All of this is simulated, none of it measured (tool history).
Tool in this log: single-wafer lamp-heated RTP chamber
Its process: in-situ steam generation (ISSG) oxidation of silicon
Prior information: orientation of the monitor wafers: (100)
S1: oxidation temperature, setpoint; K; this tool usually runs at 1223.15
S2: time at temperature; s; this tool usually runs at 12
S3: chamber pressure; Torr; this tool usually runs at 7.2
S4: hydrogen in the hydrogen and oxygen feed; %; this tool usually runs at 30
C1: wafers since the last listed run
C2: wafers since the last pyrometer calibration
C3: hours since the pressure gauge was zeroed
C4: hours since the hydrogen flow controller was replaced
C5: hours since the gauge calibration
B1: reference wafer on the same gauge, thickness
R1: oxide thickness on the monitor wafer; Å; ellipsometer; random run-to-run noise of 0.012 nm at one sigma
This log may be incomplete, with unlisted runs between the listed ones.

{"run": 1, "hour": 0.0, "S1": 1223.15, "S2": 12, "S3": 7.2, "S4": 30, "C1": 0, "C2": 1910, "C3": 3784.7, "C4": 2888.1, "C5": 210.7, "B1": 3.802, "R1": 42.12}
{"run": 2, "hour": 30.2, "S1": 1223.15, "S2": 12, "S3": 7.2, "S4": 30, "C1": 252, "C2": 2163, "C3": 3814.9, "C4": 2918.3, "C5": 240.9, "B1": 3.798, "R1": 42.27}
{"run": 3, "hour": 55.6, "S1": 1223.15, "S2": 12, "S3": 7.2, "S4": 30, "C1": 212, "C2": 2376, "C3": 3840.3, "C4": 2943.7, "C5": 266.3, "B1": 3.798, "R1": 42.2}
{"run": 4, "hour": 94.6, "S1": 1223.15, "S2": 14, "S3": 7.2, "S4": 30, "C1": 326, "C2": 2702, "C3": 3879.3, "C4": 2982.7, "C5": 305.3, "B1": 3.801, "R1": 44.83}
{"run": 5, "hour": 133.4, "S1": 1223.15, "S2": 14, "S3": 7.2, "S4": 30, "C1": 325, "C2": 3027, "C3": 3918.1, "C4": 3021.5, "C5": 344.1, "B1": 3.801, "R1": 45.04}
{"run": 6, "hour": 190.7, "S1": 1223.15, "S2": 14, "S3": 7.2, "S4": 30, "C1": 479, "C2": 3507, "C3": 3975.4, "C4": 3078.8, "C5": 401.4, "B1": 3.796, "R1": 44.85}
{"hour": 287.7, "done": "hydrogen flow controller replaced"}
{"hour": 318.5, "done": "pressure gauge zeroed"}
{"hour": 322.4, "done": "gauge calibrated"}
{"hour": 329.7, "done": "pyrometer window cleaned and pyrometer calibrated"}
{"run": 7, "hour": 398.9, "S1": 1238.15, "S2": 12, "S3": 7.2, "S4": 32, "C1": 1542, "C2": 579, "C3": 80.4, "C4": 111.2, "C5": 76.5, "B1": 3.8, "R1": 45.83}
{"run": 8, "hour": 438.5, "S1": 1223.15, "S2": 12, "S3": 7.2, "S4": 30, "C1": 331, "C2": 911, "C3": 120.0, "C4": 150.8, "C5": 116.1, "B1": 3.801, "R1": 43.04}
{"hour": 495.8, "done": "pyrometer window cleaned and pyrometer calibrated, repeated, since the last time left the tool worse"}
{"run": 9, "hour": 503.1, "S1": 1241.15, "S2": 16, "S3": 6.9, "S4": 24, "C1": 474, "C2": 61, "C3": 184.6, "C4": 215.4, "C5": 180.7, "B1": 3.802, "R1": 46.14}
{"run": 10, "hour": 567.1, "S1": 1223.15, "S2": 12, "S3": 6.9, "S4": 32, "C1": 536, "C2": 597, "C3": 248.6, "C4": 279.4, "C5": 244.7, "B1": 3.8, "R1": 42.85}
{"run": 11, "hour": 595.3, "S1": 1209.15, "S2": 12, "S3": 7.2, "S4": 32, "C1": 236, "C2": 833, "C3": 276.8, "C4": 307.6, "C5": 272.9, "B1": 3.796, "R1": 41.63}
{"run": 12, "hour": 662.3, "S1": 1223.15, "S2": 12, "S3": 7.2, "S4": 30, "C1": 561, "C2": 1394, "C3": 343.8, "C4": 374.6, "C5": 339.9, "B1": 3.798, "R1": 42.16}

Run 13 comes next. What will it give?
{"run": 13, "hour": 734.2, "S1": 1223.15, "S2": 16, "S3": 7.2, "S4": 21, "C1": 602, "C2": 1997, "C3": 415.7, "C4": 446.5, "C5": 411.8, "B1": "?", "R1": "?"}

Run 13 yielded B1 3.800, R1 42.46 Å.
The same run, on a tool lacking any hidden state, would have yielded R1 42.12 Å.
